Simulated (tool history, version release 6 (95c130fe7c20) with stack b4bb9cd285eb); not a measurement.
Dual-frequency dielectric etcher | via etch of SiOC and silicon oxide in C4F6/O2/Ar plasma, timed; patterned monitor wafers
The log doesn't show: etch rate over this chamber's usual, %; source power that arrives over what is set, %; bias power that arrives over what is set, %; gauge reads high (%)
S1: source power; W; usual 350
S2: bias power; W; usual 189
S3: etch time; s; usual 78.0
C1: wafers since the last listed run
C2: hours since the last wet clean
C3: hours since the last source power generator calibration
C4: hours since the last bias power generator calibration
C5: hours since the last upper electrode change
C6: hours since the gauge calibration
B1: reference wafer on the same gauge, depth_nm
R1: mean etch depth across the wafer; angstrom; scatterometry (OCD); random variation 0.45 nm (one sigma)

run    hour   S1   S2    S3    C1     C2      C3      C4      C5     C6    B1   R1
  1     0.0  350  189  78.0     0    0.1  1094.8  1095.4  5550.4  758.7  69.2  808
      116.0  -- gauge calibrated
  2   156.0  350  222  63.0  1567  156.1  1250.8  1251.4  5706.4   40.0  69.2  676
  3   224.9  350  222  63.0   692  225.0  1319.7  1320.3  5775.3  108.9  69.0  672
  4   324.2  350  189  73.0   997  324.3  1419.0  1419.6  5874.6  208.2  69.1  730
      395.2  -- wet clean of the chamber
  5   431.0  350  189  73.0   831   35.8  1525.8  1526.4  5981.4  315.0  69.0  744
  6   487.1  350  189  73.0   563   91.9  1581.9  1582.5  6037.5  371.1  69.0  751
      535.5  -- source power generator calibrated
  7   580.1  350  189  78.0   894  184.9    44.6  1675.5  6130.5  464.1  69.2  784
      694.7  -- upper electrode replaced, of another model than before
      719.1  -- bias power generator calibrated
  8   790.1  350  189  78.0  1828  394.9   254.6    71.0    95.4  674.1  69.2  768
      882.1  -- wet clean of the chamber
  9   892.7  290  155  94.0   789   10.6   357.2   173.6   198.0  776.7  69.1  784
      928.7  -- gauge calibrated
 10   990.7  280  143  93.0   984  108.6   455.2   271.6   296.0   62.0  69.0  720
 11  1060.3  350  189  78.0   699  178.2   524.8   341.2   365.6  131.6  69.0  799
 12  1151.9  350  189  78.0   920  269.8   616.4   432.8   457.2  223.2  69.2  783
 13  1259.3  270  161  68.5  1079  377.2   723.8   540.2   564.6  330.6  69.0  518
     1311.8  -- wet clean of the chamber
 14  1312.3  350  189  70.5   291    0.5   776.8   593.2   617.6  383.6  69.1  739

Forecast each of these 5 alternatives for the next run:
  A  1312.7  350  149  78.0   4  0.9  777.2  593.6  618.0  384.0   ?   ?
  B  1312.7  400  189  65.5   4  0.9  777.2  593.6  618.0  384.0   ?   ?
  C  1312.7  280  223  57.0   4  0.9  777.2  593.6  618.0  384.0   ?   ?
  D  1312.7  350  217  67.0   4  0.9  777.2  593.6  618.0  384.0   ?   ?
  E  1312.7  420  175  85.5   4  0.9  777.2  593.6  618.0  384.0   ?   ?

run    B1   R1
  A  69.1  750
  B  69.1  750
  C  69.1  531
  D  69.1  737
  E  69.1  983
Without the tool's hidden state the same runs would have given:
run   R1
  A  746
  B  746
  C  528
  D  733
  E  978
